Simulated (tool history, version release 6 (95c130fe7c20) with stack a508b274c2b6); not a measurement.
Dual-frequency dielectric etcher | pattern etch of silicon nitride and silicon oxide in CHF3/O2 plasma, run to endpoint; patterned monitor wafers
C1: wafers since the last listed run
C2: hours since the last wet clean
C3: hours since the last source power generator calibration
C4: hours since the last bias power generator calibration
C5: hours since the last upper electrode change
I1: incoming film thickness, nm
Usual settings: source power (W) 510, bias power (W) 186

Run 1, hour 0: usual settings but source power (W) 460, bias power (W) 209; C1 0; C2 293.5; C3 3078.9; C4 2432.5; C5 5006.2; I1 263.6. Result: endpoint time (s) 191.7.
Run 2, hour 62: usual settings but source power (W) 460, bias power (W) 209; C1 507; C2 355.5; C3 3140.9; C4 2494.5; C5 5068.2; I1 263.1. Result: endpoint time (s) 192.
Run 3, hour 121.9: usual settings but bias power (W) 169; C1 490; C2 415.4; C3 3200.8; C4 2554.4; C5 5128.1; I1 266.7. Result: endpoint time (s) 207.1.
Run 4, hour 206: usual settings but bias power (W) 169; C1 688; C2 499.5; C3 3284.9; C4 2638.5; C5 5212.2; I1 266.7. Result: endpoint time (s) 208.3.
At hour 258.6: source power generator calibrated.
Run 5, hour 277.4: usual settings but bias power (W) 169; C1 551; C2 570.9; C3 18.8; C4 2709.9; C5 5283.6; I1 266. Result: endpoint time (s) 207.
Run 6, hour 305.2: usual settings but source power (W) 480; C1 227; C2 598.7; C3 46.6; C4 2737.7; C5 5311.4; I1 265.1. Result: endpoint time (s) 203.
At hour 366.4: bias power generator calibrated.
At hour 393.5: wet clean of the chamber.
Run 7, hour 394: usual settings but source power (W) 610; C1 497; C2 0.5; C3 135.4; C4 27.6; C5 5400.2; I1 264.8. Result: endpoint time (s) 180.4.
At hour 423.1: upper electrode replaced.
Run 8, hour 423.6: usual settings but source power (W) 600, bias power (W) 201; C1 45; C2 30.1; C3 165; C4 57.2; C5 0.5; I1 264.6. Result: endpoint time (s) 175.3.
Run 9, hour 499.4: usual settings but source power (W) 390, bias power (W) 203; C1 620; C2 105.9; C3 240.8; C4 133; C5 76.3; I1 266. Result: endpoint time (s) 205.2.
Run 10, hour 540.7: usual settings but source power (W) 590, bias power (W) 216; C1 338; C2 147.2; C3 282.1; C4 174.3; C5 117.6; I1 266.2. Result: endpoint time (s) 172.7.
Run 11, hour 580.7: usual settings but source power (W) 460, bias power (W) 228; C1 327; C2 187.2; C3 322.1; C4 214.3; C5 157.6; I1 268.2. Result: endpoint time (s) 186.4.
Run 12, hour 616.4: usual settings but source power (W) 400, bias power (W) 151; C1 292; C2 222.9; C3 357.8; C4 250; C5 193.3; I1 263.9. Result: endpoint time (s) 233.5.
Run 13, hour 686.9: usual settings but source power (W) 610; C1 577; C2 293.4; C3 428.3; C4 320.5; C5 263.8; I1 264.7. Result: endpoint time (s) 183.2.
Run 14, hour 736.5: usual settings but source power (W) 450, bias power (W) 205; C1 405; C2 343; C3 477.9; C4 370.1; C5 313.4; I1 264.4. Result: endpoint time (s) 196.6.

Forecast each of these 4 alternatives for the next run:
Run A, hour 737: usual settings; C1 4; C2 343.5; C3 478.4; C4 370.6; C5 313.9; I1 262.4. Result: endpoint time (s) ?.
Run B, hour 737: usual settings but source power (W) 640, bias power (W) 158; C1 4; C2 343.5; C3 478.4; C4 370.6; C5 313.9; I1 262.4. Result: endpoint time (s) ?.
Run C, hour 737: usual settings but source power (W) 420, bias power (W) 156; C1 4; C2 343.5; C3 478.4; C4 370.6; C5 313.9; I1 262.4. Result: endpoint time (s) ?.
Run D, hour 737: usual settings but source power (W) 620; C1 4; C2 343.5; C3 478.4; C4 370.6; C5 313.9; I1 262.4. Result: endpoint time (s) ?.

run  endpoint time (s)
  A              194.1
  B                192
  C              225.7
  D              180.6
Without the tool's hidden state the same runs would have given:
run  endpoint time (s)
  A              189.8
  B              187.7
  C              220.8
  D              176.7
